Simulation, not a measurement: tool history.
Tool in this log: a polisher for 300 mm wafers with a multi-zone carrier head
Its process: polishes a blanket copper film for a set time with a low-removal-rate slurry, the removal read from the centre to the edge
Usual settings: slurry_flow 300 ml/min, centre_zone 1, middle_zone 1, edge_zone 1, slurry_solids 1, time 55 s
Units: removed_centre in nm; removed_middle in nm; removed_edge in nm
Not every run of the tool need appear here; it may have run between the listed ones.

run   hour  slurry_flow  centre_zone  middle_zone  edge_zone  slurry_solids  time  incoming thickness of the incoming film, nm  removed_centre  removed_middle  removed_edge
  1      0          300         0.91         1.05       1.09              1    55                                        916.2           152.4           171.9         170.6
      13.3  -- carrier head's membrane replaced by a new one
  2   13.8          355            1            1          1           1.25    55                                        921.2           177.9           178.8         171.6
      24.2  -- worn pad replaced by a new one
  3   24.7          215            1            1          1            0.7    55                                        900.9           161.7           163.9         160.2
  4   29.9          300            1            1          1              1    55                                        921.4           180.6           174.9         172.5
  5   39.9          380            1            1       0.93              1    55                                        910.8           175.8           178.3         166.4
  6   53.8          300         0.89         0.96          1              1    55                                        918.1           155.4           166.4         167.8
  7   62.8          300         0.93         1.07          1            0.8    55                                        905.7           152.4           170.2         157.1
  8   70.1          300            1            1          1              1    55                                        919.3           170.1           165.4         165.4
  9   76.5          300            1            1          1           1.15    55                                        904.4             174           169.7         166.1
 10   83.9          220            1            1          1              1    40                                        920.3           119.2           117.1         114.5
 11     99          300            1            1       1.08            0.9    41                                          920           121.6           119.1         123.3
 12  106.8          300            1            1          1              1    55                                        915.5           166.4             165         161.1
 13  123.9          300            1          0.9          1            0.9    55                                        922.6           159.3           147.7         157.2
 14  133.9          300            1            1       1.06              1    55                                        928.8           165.4           163.2         165.6
     138.1  -- worn pad replaced by a new one
 15  145.5          395            1         0.91       0.93              1    72                                        902.2           239.7           220.8         221.8
 16  154.4          390         0.95         0.93       0.95              1    55                                        910.5           171.6           166.4         169.9
 17  160.9          300            1         1.11          1              1    55                                          912           171.8           183.3         167.2
 18  168.5          300         0.94            1          1              1    55                                        912.3           163.6           171.9         166.3
 19  180.8          300         1.11            1          1              1    55                                        914.7           186.8           170.5         164.9
 20  196.6          390            1         0.97        0.9              1    55                                        909.1           172.4           164.2         159.9
 21    207          300            1         1.07       1.06            0.9    71                                        907.5           214.1           217.5         210.7

Branching from run 21: 5 alternative next runs. What would each branch give?
  A  207.4          300            1            1       0.95              1    55                                        892.4               ?               ?             ?
  B  207.4          300            1            1       0.91              1    55                                        892.4               ?               ?             ?
  C  207.4          300            1            1          1            0.7    55                                        892.4               ?               ?             ?
  D  207.4          300            1            1          1           1.25    55                                        892.4               ?               ?             ?
  E  207.4          340         1.06            1          1              1    55                                        892.4               ?               ?             ?

run  removed_centre  removed_middle  removed_edge
  A           167.2           164.7         156.5
  B           167.2           164.7         153.4
  C           157.3             155         150.9
  D           174.3           171.7         167.2
  E           179.8           166.7         161.9
Without the tool's hidden state the same runs would have given:
run  removed_centre  removed_middle  removed_edge
  A           184.9           182.1           173
  B           184.9           182.1         169.6
  C           173.9           171.3         166.8
  D           192.6           189.8         184.8
  E           198.8           184.3           179
